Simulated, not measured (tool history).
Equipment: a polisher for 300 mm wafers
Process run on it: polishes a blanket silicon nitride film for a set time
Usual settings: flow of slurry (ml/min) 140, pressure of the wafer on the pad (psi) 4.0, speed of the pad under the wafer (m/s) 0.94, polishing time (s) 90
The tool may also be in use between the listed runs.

| run | hour | flow of slurry (ml/min) | pressure of the wafer on the pad (psi) | speed of the pad under the wafer (m/s) | polishing time (s) | wafers since the last listed run | wafers polished on this pad | hours since the slurry nozzle was cleaned | hours since the head pressure was calibrated | incoming thickness of the incoming film, nm | film removed (Å) |
|---|---|---|---|---|---|---|---|---|---|---|---|
| 1 | 0.0 | 140 | 4.0 | 0.94 | 90 | 0 | 113 | 198.7 | 377.8 | 879.8 | 1677 |
| 2 | 6.7 | 140 | 4.4 | 0.94 | 90 | 63 | 177 | 205.4 | 384.5 | 871.4 | 1836 |
| 3 | 14.3 | 140 | 4.4 | 0.94 | 90 | 72 | 250 | 213.0 | 392.1 | 887.3 | 1863 |
| 4 | 26.3 | 140 | 4.0 | 0.94 | 90 | 114 | 364 | 225.0 | 404.1 | 894.4 | 1687 |
| 5 | 38.4 | 140 | 4.0 | 0.94 | 90 | 115 | 480 | 237.1 | 416.2 | 895.5 | 1662 |
| 6 | 80.2 | 140 | 4.0 | 0.94 | 90 | 399 | 879 | 278.9 | 458.0 | 886.1 | 1686 |
| 7 | 94.2 | 175 | 4.0 | 0.94 | 90 | 133 | 1013 | 292.9 | 472.0 | 876.3 | 1742 |
|  | 107.3 | worn pad replaced by a new one |
| 8 | 107.8 | 140 | 3.6 | 0.94 | 90 | 91 | 4 | 306.5 | 485.6 | 895.6 | 1508 |
| 9 | 124.8 | 140 | 3.6 | 0.94 | 90 | 162 | 166 | 323.5 | 502.6 | 886.7 | 1498 |
| 10 | 136.5 | 140 | 4.0 | 0.94 | 90 | 111 | 278 | 335.2 | 514.3 | 872.4 | 1690 |
| 11 | 142.9 | 140 | 4.0 | 0.94 | 90 | 61 | 339 | 341.6 | 520.7 | 894.1 | 1694 |
|  | 168.4 | slurry nozzle cleaned |
| 12 | 168.9 | 140 | 4.0 | 0.94 | 90 | 238 | 578 | 0.5 | 546.7 | 896.8 | 1677 |
|  | 179.8 | head pressure recalibrated |
| 13 | 181.7 | 140 | 3.1 | 1.18 | 90 | 103 | 681 | 13.3 | 1.9 | 898.8 | 1550 |
| 14 | 191.2 | 140 | 3.1 | 1.18 | 90 | 90 | 772 | 22.8 | 11.4 | 885.6 | 1572 |
| 15 | 206.5 | 140 | 4.0 | 0.94 | 90 | 146 | 918 | 38.1 | 26.7 | 878.6 | 1676 |
|  | 219.3 | worn pad replaced by a new one |
| 16 | 219.8 | 110 | 5.1 | 0.84 | 117 | 88 | 5 | 51.4 | 40.0 | 885.6 | 2407 |
| 17 | 253.4 | 95 | 4.0 | 1.22 | 90 | 320 | 326 | 85.0 | 73.6 | 898.5 | 1909 |
| 18 | 264.3 | 140 | 4.0 | 0.94 | 90 | 104 | 430 | 95.9 | 84.5 | 892.3 | 1702 |
| 19 | 275.5 | 120 | 4.0 | 1.20 | 90 | 106 | 537 | 107.1 | 95.7 | 891.3 | 1987 |
| 20 | 286.8 | 140 | 4.0 | 1.08 | 90 | 107 | 645 | 118.4 | 107.0 | 886.4 | 1875 |
| 21 | 303.3 | 95 | 3.2 | 0.94 | 90 | 157 | 802 | 134.9 | 123.5 | 889.8 | 1253 |
| 22 | 311.0 | 140 | 4.0 | 0.94 | 90 | 73 | 876 | 142.6 | 131.2 | 898.7 | 1671 |
| 23 | 318.2 | 140 | 4.0 | 0.94 | 90 | 68 | 944 | 149.8 | 138.4 | 887.6 | 1661 |
|  | 332.4 | worn pad replaced by a new one |
| 24 | 333.9 | 155 | 5.1 | 0.76 | 71 | 111 | 14 | 165.5 | 154.1 | 894.8 | 1461 |
| 25 | 346.5 | 140 | 3.1 | 1.16 | 61 | 120 | 134 | 178.1 | 166.7 | 888.2 | 1050 |
| 26 | 353.9 | 140 | 5.3 | 0.94 | 101 | 70 | 205 | 185.5 | 174.1 | 885.9 | 2481 |
| 27 | 362.2 | 140 | 4.0 | 0.94 | 90 | 79 | 284 | 193.8 | 182.4 | 885.4 | 1690 |
| 28 | 374.3 | 140 | 4.0 | 0.94 | 61 | 115 | 400 | 205.9 | 194.5 | 889.0 | 1138 |
| 29 | 385.8 | 140 | 4.7 | 0.94 | 79 | 109 | 510 | 217.4 | 206.0 | 891.3 | 1716 |
| 30 | 398.3 | 140 | 4.0 | 0.94 | 90 | 119 | 629 | 229.9 | 218.5 | 892.8 | 1701 |
| 31 | 411.8 | 140 | 4.0 | 0.94 | 90 | 128 | 758 | 243.4 | 232.0 | 891.1 | 1682 |
| 32 | 418.6 | 140 | 3.6 | 0.94 | 90 | 64 | 823 | 250.2 | 238.8 | 905.3 | 1505 |
| 33 | 425.0 | 140 | 4.0 | 0.80 | 90 | 61 | 884 | 256.6 | 245.2 | 885.6 | 1484 |
| 34 | 440.3 | 140 | 4.0 | 1.24 | 90 | 146 | 1030 | 271.9 | 260.5 | 892.1 | 2106 |
|  | 447.9 | worn pad replaced by a new one |
| 35 | 448.7 | 140 | 4.0 | 0.84 | 60 | 42 | 7 | 280.3 | 268.9 | 883.0 | 1021 |
|  | 457.2 | slurry nozzle cleaned |
| 36 | 465.7 | 140 | 3.1 | 0.84 | 110 | 152 | 160 | 8.5 | 285.9 | 896.5 | 1469 |

What was the tool's hidden state at every run in the log?
removal rate lost through wear of the pad, %: 0 on each run
slurry flow missing at the pad, %: 0 on each run
deviation of the head's pressure from its setpoint, %: 0 on each run

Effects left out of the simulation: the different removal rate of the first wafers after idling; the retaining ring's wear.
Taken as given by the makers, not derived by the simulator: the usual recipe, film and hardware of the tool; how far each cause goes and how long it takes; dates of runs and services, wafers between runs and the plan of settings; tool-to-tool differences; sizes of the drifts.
